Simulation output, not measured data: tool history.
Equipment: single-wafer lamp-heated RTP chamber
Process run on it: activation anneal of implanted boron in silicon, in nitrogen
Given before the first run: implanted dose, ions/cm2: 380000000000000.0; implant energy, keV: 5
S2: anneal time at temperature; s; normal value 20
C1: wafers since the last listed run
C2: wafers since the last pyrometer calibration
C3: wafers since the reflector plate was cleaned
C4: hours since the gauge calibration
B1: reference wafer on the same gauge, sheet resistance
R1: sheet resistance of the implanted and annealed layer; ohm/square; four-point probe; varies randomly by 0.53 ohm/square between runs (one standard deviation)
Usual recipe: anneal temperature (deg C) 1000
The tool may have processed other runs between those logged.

{"run": 1, "hour": 0.0, "anneal temperature (deg C)": 1017, "S2": 20, "C1": 0, "C2": 558, "C3": 10398, "C4": 269.6, "B1": 347.12, "R1": 347.11}
{"run": 2, "hour": 41.6, "anneal temperature (deg C)": 1017, "S2": 20, "C1": 460, "C2": 1019, "C3": 10859, "C4": 311.2, "B1": 346.95, "R1": 346.99}
{"run": 3, "hour": 92.3, "anneal temperature (deg C)": 1000, "S2": 20, "C1": 561, "C2": 1580, "C3": 11420, "C4": 361.9, "B1": 347.15, "R1": 350.38}
{"run": 4, "hour": 124.9, "anneal temperature (deg C)": 1000, "S2": 20, "C1": 361, "C2": 1941, "C3": 11781, "C4": 394.5, "B1": 347.0, "R1": 350.47}
{"run": 5, "hour": 193.1, "anneal temperature (deg C)": 987, "S2": 16, "C1": 755, "C2": 2697, "C3": 12537, "C4": 462.7, "B1": 346.95, "R1": 355.07}
{"run": 6, "hour": 264.9, "anneal temperature (deg C)": 987, "S2": 16, "C1": 795, "C2": 3492, "C3": 13332, "C4": 534.5, "B1": 346.93, "R1": 355.95}
{"hour": 272.4, "done": "gauge calibrated"}
{"run": 7, "hour": 330.0, "anneal temperature (deg C)": 1000, "S2": 20, "C1": 721, "C2": 4214, "C3": 14053, "C4": 57.6, "B1": 346.96, "R1": 349.55}
{"run": 8, "hour": 355.4, "anneal temperature (deg C)": 1000, "S2": 20, "C1": 281, "C2": 4495, "C3": 14335, "C4": 83.0, "B1": 346.81, "R1": 348.92}
{"run": 9, "hour": 387.0, "anneal temperature (deg C)": 1000, "S2": 20, "C1": 350, "C2": 4845, "C3": 14685, "C4": 114.6, "B1": 346.99, "R1": 349.34}
{"hour": 497.3, "done": "reflector plate cleaned"}
{"run": 10, "hour": 515.1, "anneal temperature (deg C)": 1030, "S2": 11, "C1": 1330, "C2": 6175, "C3": 197, "C4": 242.7, "B1": 346.97, "R1": 347.41}
{"run": 11, "hour": 555.8, "anneal temperature (deg C)": 1018, "S2": 28, "C1": 450, "C2": 6626, "C3": 647, "C4": 283.4, "B1": 347.01, "R1": 343.36}
{"run": 12, "hour": 596.2, "anneal temperature (deg C)": 1015, "S2": 17, "C1": 447, "C2": 7074, "C3": 1095, "C4": 323.8, "B1": 347.09, "R1": 347.7}
{"hour": 614.6, "done": "pyrometer window cleaned and pyrometer calibrated"}
{"run": 13, "hour": 640.5, "anneal temperature (deg C)": 980, "S2": 27, "C1": 402, "C2": 286, "C3": 1497, "C4": 368.1, "B1": 346.98, "R1": 357.24}
{"run": 14, "hour": 710.4, "anneal temperature (deg C)": 1000, "S2": 20, "C1": 774, "C2": 1061, "C3": 2271, "C4": 438.0, "B1": 347.19, "R1": 351.01}
{"run": 15, "hour": 776.3, "anneal temperature (deg C)": 1000, "S2": 20, "C1": 730, "C2": 1791, "C3": 3001, "C4": 503.9, "B1": 346.91, "R1": 350.2}
{"run": 16, "hour": 841.9, "anneal temperature (deg C)": 1019, "S2": 25, "C1": 726, "C2": 2517, "C3": 3728, "C4": 569.5, "B1": 347.07, "R1": 343.83}

Consider 4 possible next runs. They are alternatives, not a sequence: every one starts from the tool as it was left by run 16. What does each give?
{"run": "A", "hour": 842.3, "anneal temperature (deg C)": 987, "S2": 20, "C1": 4, "C2": 2522, "C3": 3733, "C4": 569.9, "B1": "?", "R1": "?"}
{"run": "B", "hour": 842.3, "anneal temperature (deg C)": 1000, "S2": 9, "C1": 4, "C2": 2522, "C3": 3733, "C4": 569.9, "B1": "?", "R1": "?"}
{"run": "C", "hour": 842.3, "anneal temperature (deg C)": 1000, "S2": 26, "C1": 4, "C2": 2522, "C3": 3733, "C4": 569.9, "B1": "?", "R1": "?"}
{"run": "D", "hour": 842.3, "anneal temperature (deg C)": 980, "S2": 30, "C1": 4, "C2": 2522, "C3": 3733, "C4": 569.9, "B1": "?", "R1": "?"}

run=A B1=346.89 R1=353.47
run=B B1=346.89 R1=353.62
run=C B1=346.89 R1=347.66
run=D B1=346.89 R1=353.30
With no hidden state in the tool, these same runs would have given:
run=A R1=357.08
run=B R1=356.31
run=C R1=350.15
run=D R1=357.40

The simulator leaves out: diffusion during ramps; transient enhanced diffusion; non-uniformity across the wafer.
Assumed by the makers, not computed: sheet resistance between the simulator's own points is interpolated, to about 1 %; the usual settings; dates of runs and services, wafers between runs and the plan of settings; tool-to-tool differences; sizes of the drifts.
